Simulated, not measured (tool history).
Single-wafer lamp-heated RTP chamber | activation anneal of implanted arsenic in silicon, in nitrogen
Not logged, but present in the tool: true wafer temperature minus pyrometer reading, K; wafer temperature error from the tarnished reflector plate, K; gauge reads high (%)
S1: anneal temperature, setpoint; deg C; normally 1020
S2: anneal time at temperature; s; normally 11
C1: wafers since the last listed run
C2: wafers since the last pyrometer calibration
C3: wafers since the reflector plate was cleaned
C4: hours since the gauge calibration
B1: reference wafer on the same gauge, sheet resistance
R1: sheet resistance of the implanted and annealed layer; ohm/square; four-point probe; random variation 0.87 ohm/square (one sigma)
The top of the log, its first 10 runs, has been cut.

run     day    S1  S2   C1    C2     C3     C4      B1      R1
      6.292  -- gauge calibrated
      6.821  -- pyrometer window cleaned and pyrometer calibrated
 11   6.929  1020  11  101    33  12832   15.3  178.82  192.89
 12   7.292  1020  11  114   148  12947   24.0  179.19  191.40
 13   7.733  1020  13  139   287  13086   34.6  178.76  190.35
      8.229  -- reflector plate cleaned
 14   8.283  1020  13   68   355     17   47.8  179.05  189.30
 15   8.712  1020  13  135   491    152   58.1  178.92  190.17
 16   9.425  1020  11  224   716    377   75.2  178.97  192.89
 17   9.704  1020  11   88   804    465   81.9  178.92  191.08
 18  10.379   994   9  212  1017    678   98.1  178.99  205.67
     10.725  -- pyrometer window cleaned and pyrometer calibrated, repeated, since the last time left the tool worse
 19  11.125   999   6  130   125    808  116.0  179.03  211.41
 20  11.758  1020  17  199   325   1008  131.2  179.04  189.96
 21  12.379  1020  11  195   521   1204  146.1  179.15  196.75
 22  12.917  1037  16  169   691   1373  159.0  179.04  184.92

Forecast run 23:
 23  13.404  1034   8  153  844  1527  170.7   ?   ?

{"run 23": {"B1": 179.0, "R1": 196.19}}
If the tool had no hidden condition, the same run with the same run-to-run variation would have returned R1 196.80 ohm/square.
